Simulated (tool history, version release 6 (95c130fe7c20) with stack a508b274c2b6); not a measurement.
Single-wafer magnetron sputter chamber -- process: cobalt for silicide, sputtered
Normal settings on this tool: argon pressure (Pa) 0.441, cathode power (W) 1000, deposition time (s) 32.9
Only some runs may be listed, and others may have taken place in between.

run	hour	argon pressure (Pa)	cathode power (W)	deposition time (s)	read-back reference wafer on the same gauge, thickness_nm	mean film thickness on the monitor wafer (nm)
1	0	0.441	1000	32.9	18.474	16.728
2	56.9	0.567	1000	31.1	18.506	14.918
3	119.6	0.567	1000	31.1	18.502	15.049
4	165.2	0.567	1000	31.1	18.504	14.908
# hour 195.1: sputter target and shields replaced
5	234.2	0.34	1000	34.5	18.512	18.467
6	263.1	0.34	1000	34.5	18.472	18.553
7	310.5	0.441	1000	35.7	18.509	18.362
8	363.3	0.441	1000	32.9	18.463	16.829
9	430.4	0.441	1000	28.8	18.512	14.652
10	476.7	0.441	1000	28.8	18.462	14.713
# hour 530.2: sputter target and shields replaced
11	631.2	0.441	1000	28.8	18.503	14.742
# hour 699.4: gauge calibrated
12	701.3	0.441	1000	32.9	18.51	16.822
13	767.1	0.441	1150	31.1	18.533	17.932
14	810.9	0.487	1150	32.9	18.496	18.457
15	865.2	0.384	1150	39.3	18.5	23.253
# hour 886.6: sputter target and shields replaced
16	901.3	0.331	1000	36	18.507	19.442
# hour 944.9: magnet pack replaced
17	969.5	0.583	850	38.2	18.523	15.804
18	1017.2	0.441	1000	32.9	18.48	16.819
# hour 1055.8: capacitance manometer re-zeroed and calibrated
19	1088.3	0.441	1000	32.9	18.474	16.793

Run 20, settings as shown, results not yet in. Your forecast:
20	1136.9	0.344	1200	28.8	?	?

read-back reference wafer on the same gauge, thickness_nm: 18.485
mean film thickness on the monitor wafer (nm): 18.225
Were there no unlogged condition in the tool, this run, its random variation unchanged, would have produced mean film thickness on the monitor wafer (nm) 18.225.
